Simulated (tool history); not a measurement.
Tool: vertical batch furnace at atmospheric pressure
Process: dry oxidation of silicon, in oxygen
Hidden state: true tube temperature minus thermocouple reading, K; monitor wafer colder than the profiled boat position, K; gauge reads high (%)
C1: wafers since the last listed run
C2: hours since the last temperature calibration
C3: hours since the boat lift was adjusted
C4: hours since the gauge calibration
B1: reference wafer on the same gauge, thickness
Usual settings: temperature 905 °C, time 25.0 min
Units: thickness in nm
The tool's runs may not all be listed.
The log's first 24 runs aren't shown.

{"hour": 1286.7, "done": "thermocouples replaced and temperature profile calibrated"}
{"run": 25, "hour": 1297.6, "temperature": 905, "time": 16.5, "C1": 990, "C2": 10.9, "C3": 86.2, "C4": 367.3, "B1": 9.3, "thickness": 8.21}
{"run": 26, "hour": 1330.0, "temperature": 905, "time": 25.0, "C1": 804, "C2": 43.3, "C3": 118.6, "C4": 399.7, "B1": 9.3, "thickness": 11.0}
{"run": 27, "hour": 1400.4, "temperature": 880, "time": 19.5, "C1": 1747, "C2": 113.7, "C3": 189.0, "C4": 470.1, "B1": 9.31, "thickness": 7.0}
{"run": 28, "hour": 1469.5, "temperature": 896, "time": 36.0, "C1": 1715, "C2": 182.8, "C3": 258.1, "C4": 539.2, "B1": 9.29, "thickness": 12.78}
{"run": 29, "hour": 1539.5, "temperature": 905, "time": 25.0, "C1": 1737, "C2": 252.8, "C3": 328.1, "C4": 609.2, "B1": 9.29, "thickness": 10.96}
{"run": 30, "hour": 1584.9, "temperature": 930, "time": 18.5, "C1": 1127, "C2": 298.2, "C3": 373.5, "C4": 654.6, "B1": 9.27, "thickness": 11.47}
{"run": 31, "hour": 1624.6, "temperature": 917, "time": 34.0, "C1": 985, "C2": 337.9, "C3": 413.2, "C4": 694.3, "B1": 9.27, "thickness": 15.29}
{"run": 32, "hour": 1674.7, "temperature": 911, "time": 14.5, "C1": 1243, "C2": 388.0, "C3": 463.3, "C4": 744.4, "B1": 9.27, "thickness": 8.02}
{"run": 33, "hour": 1737.5, "temperature": 881, "time": 36.0, "C1": 1559, "C2": 450.8, "C3": 526.1, "C4": 807.2, "B1": 9.27, "thickness": 10.8}
{"run": 34, "hour": 1767.8, "temperature": 905, "time": 25.0, "C1": 752, "C2": 481.1, "C3": 556.4, "C4": 837.5, "B1": 9.25, "thickness": 10.97}

Forecast each of these 4 alternatives for the next run:
{"run": "A", "hour": 1771.1, "temperature": 905, "time": 25.0, "C1": 81, "C2": 484.4, "C3": 559.7, "C4": 840.8, "B1": "?", "thickness": "?"}
{"run": "B", "hour": 1771.1, "temperature": 915, "time": 34.0, "C1": 81, "C2": 484.4, "C3": 559.7, "C4": 840.8, "B1": "?", "thickness": "?"}
{"run": "C", "hour": 1771.1, "temperature": 893, "time": 25.0, "C1": 81, "C2": 484.4, "C3": 559.7, "C4": 840.8, "B1": "?", "thickness": "?"}
{"run": "D", "hour": 1771.1, "temperature": 919, "time": 29.5, "C1": 81, "C2": 484.4, "C3": 559.7, "C4": 840.8, "B1": "?", "thickness": "?"}

run=A B1=9.26 thickness=10.96
run=B B1=9.26 thickness=15.02
run=C B1=9.26 thickness=9.60
run=D B1=9.26 thickness=14.20
Without the tool's hidden state the same runs would have given:
run=A thickness=11.00
run=B thickness=15.08
run=C thickness=9.64
run=D thickness=14.26
